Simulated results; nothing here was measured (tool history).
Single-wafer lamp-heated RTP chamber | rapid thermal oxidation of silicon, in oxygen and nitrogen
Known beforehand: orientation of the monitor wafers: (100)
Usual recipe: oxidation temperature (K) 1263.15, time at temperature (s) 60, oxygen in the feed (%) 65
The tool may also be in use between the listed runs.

run   hour  oxidation temperature (K)  time at temperature (s)  oxygen in the feed (%)  read-back reference wafer on the same gauge, thickness  oxide thickness on the monitor wafer (Å)
  1      0                    1263.15                       60                      65                                                    4.53                                     50.54
  2    6.7                    1263.15                       60                      65                                                   4.531                                     50.59
  3   15.7                    1263.15                       60                      65                                                    4.53                                     50.77
  4   24.8                    1263.15                       60                      65                                                    4.53                                     50.89
  5   41.5                    1239.15                       60                      65                                                    4.53                                     43.09
  6   56.1                    1239.15                       60                      65                                                    4.53                                     43.08
  7   72.8                    1239.15                       60                      65                                                    4.53                                     43.29
      89.6  -- pyrometer window cleaned and pyrometer calibrated
      95.9  -- oxygen flow controller replaced
  8   96.4                    1263.15                       60                      76                                                    4.53                                     52.75
  9   98.1                    1263.15                       60                      65                                                    4.53                                     50.02
     100.3  -- gauge calibrated
 10  110.7                    1242.15                       60                      65                                                   4.529                                      43.2
 11  125.3                    1242.15                       34                      75                                                   4.531                                     36.23
 12  177.3                    1263.15                       60                      83                                                    4.53                                     54.29
 13  190.7                    1263.15                       60                      65                                                    4.53                                     50.11
 14  203.3                    1263.15                       60                      65                                                    4.53                                     50.22
 15  220.7                    1284.15                       83                      79                                                   4.531                                     71.87
 16  228.7                    1263.15                       38                      65                                                   4.531                                     41.61
 17  244.9                    1263.15                       34                      51                                                    4.53                                     37.08
     247.1  -- gauge calibrated
 18  262.2                    1243.15                       46                      53                                                    4.53                                      37.2
 19  274.8                    1263.15                       82                      81                                                    4.53                                     62.21
 20  282.4                    1281.15                       83                      81                                                   4.531                                     71.43

Predict each of these 4 candidate next runs independently; none follows another, all start after run 20:
  A  282.8                    1263.15                       60                      65                                                       ?                                         ?
  B  282.8                    1286.15                       60                      78                                                       ?                                         ?
  C  282.8                    1263.15                       84                      48                                                       ?                                         ?
  D  282.8                    1249.15                       75                      74                                                       ?                                         ?

run  read-back reference wafer on the same gauge, thickness  oxide thickness on the monitor wafer (Å)
  A                                                    4.53                                     50.41
  B                                                    4.53                                     63.23
  C                                                    4.53                                     52.59
  D                                                    4.53                                     52.34
Without the tool's unlogged condition, the same runs would have read:
run  oxide thickness on the monitor wafer (Å)
  A                                     49.87
  B                                     62.55
  C                                     52.03
  D                                     51.77

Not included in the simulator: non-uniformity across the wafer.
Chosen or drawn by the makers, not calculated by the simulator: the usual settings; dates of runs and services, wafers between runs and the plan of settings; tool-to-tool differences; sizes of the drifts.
